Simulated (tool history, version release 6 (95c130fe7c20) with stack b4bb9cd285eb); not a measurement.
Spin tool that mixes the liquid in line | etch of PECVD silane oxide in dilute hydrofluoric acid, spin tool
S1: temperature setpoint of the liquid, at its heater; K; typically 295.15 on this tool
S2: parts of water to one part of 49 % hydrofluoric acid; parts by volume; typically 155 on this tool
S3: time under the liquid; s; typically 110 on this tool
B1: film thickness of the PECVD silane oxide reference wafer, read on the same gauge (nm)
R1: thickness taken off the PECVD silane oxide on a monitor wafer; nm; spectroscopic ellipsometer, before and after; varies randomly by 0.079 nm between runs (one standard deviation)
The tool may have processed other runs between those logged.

{"run": 1, "hour": 0.0, "S1": 293.15, "S2": 155, "S3": 110, "B1": 79.99, "R1": 10.35}
{"hour": 43.8, "done": "thermometer replaced"}
{"run": 2, "hour": 201.1, "S1": 293.15, "S2": 155, "S3": 110, "B1": 80.0, "R1": 10.79}
{"run": 3, "hour": 246.1, "S1": 293.15, "S2": 155, "S3": 110, "B1": 80.01, "R1": 10.81}
{"run": 4, "hour": 305.0, "S1": 295.15, "S2": 155, "S3": 110, "B1": 80.02, "R1": 11.59}
{"run": 5, "hour": 342.9, "S1": 291.15, "S2": 220, "S3": 110, "B1": 80.0, "R1": 6.48}
{"run": 6, "hour": 375.0, "S1": 295.15, "S2": 155, "S3": 110, "B1": 80.0, "R1": 11.32}
{"run": 7, "hour": 490.3, "S1": 295.15, "S2": 155, "S3": 110, "B1": 79.98, "R1": 11.2}
{"hour": 536.5, "done": "gauge calibrated"}
{"run": 8, "hour": 564.3, "S1": 294.15, "S2": 155, "S3": 110, "B1": 80.01, "R1": 10.6}
{"hour": 620.5, "done": "thermometer replaced"}
{"run": 9, "hour": 623.5, "S1": 294.15, "S2": 155, "S3": 110, "B1": 80.0, "R1": 11.3}
{"run": 10, "hour": 657.4, "S1": 291.65, "S2": 155, "S3": 140, "B1": 80.01, "R1": 12.86}
{"run": 11, "hour": 728.2, "S1": 291.65, "S2": 155, "S3": 140, "B1": 79.98, "R1": 12.84}
{"run": 12, "hour": 752.2, "S1": 295.15, "S2": 155, "S3": 110, "B1": 80.01, "R1": 11.49}
{"run": 13, "hour": 795.4, "S1": 295.15, "S2": 155, "S3": 110, "B1": 80.0, "R1": 11.37}
{"run": 14, "hour": 829.4, "S1": 295.15, "S2": 155, "S3": 110, "B1": 80.0, "R1": 11.46}
{"hour": 838.0, "done": "hydrofluoric acid flow meter replaced"}
{"run": 15, "hour": 894.7, "S1": 295.15, "S2": 175, "S3": 110, "B1": 79.99, "R1": 9.96}
{"run": 16, "hour": 949.7, "S1": 295.15, "S2": 175, "S3": 110, "B1": 80.0, "R1": 9.88}
{"run": 17, "hour": 978.0, "S1": 298.65, "S2": 110, "S3": 75, "B1": 79.98, "R1": 13.21}
{"run": 18, "hour": 1037.1, "S1": 295.15, "S2": 155, "S3": 110, "B1": 80.0, "R1": 11.25}
{"run": 19, "hour": 1076.6, "S1": 299.15, "S2": 155, "S3": 75, "B1": 80.01, "R1": 8.85}
{"hour": 1106.8, "done": "thermometer replaced"}
{"run": 20, "hour": 1120.9, "S1": 295.15, "S2": 155, "S3": 110, "B1": 80.03, "R1": 11.98}
{"run": 21, "hour": 1190.9, "S1": 299.15, "S2": 155, "S3": 85, "B1": 80.0, "R1": 10.63}
{"run": 22, "hour": 1254.0, "S1": 295.15, "S2": 105, "S3": 110, "B1": 80.01, "R1": 18.17}
{"run": 23, "hour": 1312.1, "S1": 299.65, "S2": 155, "S3": 90, "B1": 80.01, "R1": 11.28}
{"run": 24, "hour": 1357.1, "S1": 295.15, "S2": 155, "S3": 110, "B1": 79.99, "R1": 11.38}
{"run": 25, "hour": 1390.9, "S1": 295.15, "S2": 155, "S3": 50, "B1": 80.01, "R1": 5.14}
{"run": 26, "hour": 1427.4, "S1": 299.65, "S2": 85, "S3": 160, "B1": 80.0, "R1": 38.59}
{"run": 27, "hour": 1498.6, "S1": 297.65, "S2": 155, "S3": 70, "B1": 80.01, "R1": 7.88}
{"run": 28, "hour": 1542.7, "S1": 295.15, "S2": 230, "S3": 65, "B1": 79.98, "R1": 4.14}
{"run": 29, "hour": 1600.1, "S1": 299.65, "S2": 155, "S3": 110, "B1": 80.01, "R1": 13.11}
{"hour": 1618.3, "done": "thermometer replaced"}
{"run": 30, "hour": 1629.5, "S1": 291.15, "S2": 105, "S3": 45, "B1": 79.97, "R1": 6.37}
{"run": 31, "hour": 1658.3, "S1": 293.65, "S2": 215, "S3": 140, "B1": 80.01, "R1": 9.65}
{"run": 32, "hour": 1716.2, "S1": 295.15, "S2": 105, "S3": 110, "B1": 80.0, "R1": 18.12}

Here are 3 independent what-if runs from the current tool condition. What would each one return?
{"run": "A", "hour": 1716.6, "S1": 295.15, "S2": 155, "S3": 65, "B1": "?", "R1": "?"}
{"run": "B", "hour": 1716.6, "S1": 291.65, "S2": 200, "S3": 175, "B1": "?", "R1": "?"}
{"run": "C", "hour": 1716.6, "S1": 292.65, "S2": 155, "S3": 50, "B1": "?", "R1": "?"}

run=A B1=80.00 R1=6.82
run=B B1=80.00 R1=11.86
run=C B1=80.00 R1=4.75
With no hidden state in the tool, these same runs would have given:
run=A R1=7.08
run=B R1=12.31
run=C R1=4.93

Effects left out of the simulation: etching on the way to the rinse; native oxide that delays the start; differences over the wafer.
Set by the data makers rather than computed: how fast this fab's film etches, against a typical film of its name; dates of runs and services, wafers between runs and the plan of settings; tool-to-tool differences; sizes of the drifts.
